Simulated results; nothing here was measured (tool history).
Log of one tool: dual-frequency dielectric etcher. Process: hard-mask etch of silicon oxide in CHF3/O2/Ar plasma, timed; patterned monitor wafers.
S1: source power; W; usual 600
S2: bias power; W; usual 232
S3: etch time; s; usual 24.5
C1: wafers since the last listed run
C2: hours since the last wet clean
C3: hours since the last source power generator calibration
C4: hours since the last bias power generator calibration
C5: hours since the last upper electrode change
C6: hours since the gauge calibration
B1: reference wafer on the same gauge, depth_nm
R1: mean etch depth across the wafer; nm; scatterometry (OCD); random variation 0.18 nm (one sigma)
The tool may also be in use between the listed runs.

run,day,S1,S2,S3,C1,C2,C3,C4,C5,C6,B1,R1
1,0,600,232,24.5,0,130,3032.2,4182.6,2598.4,337.3,42.7,49.5
2,1.204,600,232,24.5,617,158.9,3061.1,4211.5,2627.3,366.2,42.6,49.7
3,2.558,600,232,24.5,694,191.4,3093.6,4244,2659.8,398.7,42.5,49.7
4,5.538,600,232,24.5,1526,262.9,3165.1,4315.5,2731.3,470.2,42.4,49.7
# day 5.942: gauge calibrated
5,8.408,600,232,24.5,1471,331.8,3234,4384.4,2800.2,59.2,43.1,50.2
6,9.592,600,232,24.5,606,360.2,3262.4,4412.8,2828.6,87.6,43,50.1
# day 10.917: wet clean of the chamber
7,12.225,600,232,24.5,837,31.4,3325.6,4476,2891.8,150.8,43,50.1
# day 12.654: source power generator calibrated
# day 14.104: upper electrode replaced
8,14.125,600,232,24.5,375,77,35.3,4521.6,0.5,196.4,42.9,50.2
9,14.938,600,232,24.5,416,96.5,54.8,4541.1,20,215.9,42.8,49.9
10,17.817,670,211,30,1475,165.6,123.9,4610.2,89.1,285,42.7,63.7
# day 19.804: bias power generator calibrated
11,20.338,670,232,24.5,1206,226.1,184.4,12.8,149.6,345.5,42.6,52.7
# day 22.175: gauge calibrated
12,22.779,640,273,20.5,1251,284.7,243,71.4,208.2,14.5,43.3,45.6
13,23.95,600,261,30,600,312.8,271.1,99.5,236.3,42.6,43.3,63.6
14,26.542,600,232,24.5,1328,375,333.3,161.7,298.5,104.8,43.2,50.4
# day 27.7: wet clean of the chamber
15,28.042,450,207,24.5,256,8.2,369.3,197.7,334.5,140.8,43.1,40.6
16,29.117,690,258,18.5,550,34,395.1,223.5,360.3,166.6,43.1,42.3
17,31.029,550,232,24.5,980,79.9,441,269.4,406.2,212.5,43,47.6
18,32.275,600,232,27.5,638,109.8,470.9,299.3,436.1,242.4,43,56.3
19,35.008,600,232,24.5,1400,175.4,536.5,364.9,501.7,308,42.8,49.9

Forecast each of these 4 alternatives for the next run:
A,35.025,600,232,24.5,8,175.8,536.9,365.3,502.1,308.4,?,?
B,35.025,710,266,27.5,8,175.8,536.9,365.3,502.1,308.4,?,?
C,35.025,560,254,27,8,175.8,536.9,365.3,502.1,308.4,?,?
D,35.025,740,288,30,8,175.8,536.9,365.3,502.1,308.4,?,?

run,B1,R1
A,42.8,50.1
B,42.8,64
C,42.8,54.2
D,42.8,72.9
Without the tool's hidden state the same runs would have given:
run,R1
A,50.7
B,64.7
C,54.8
D,73.7
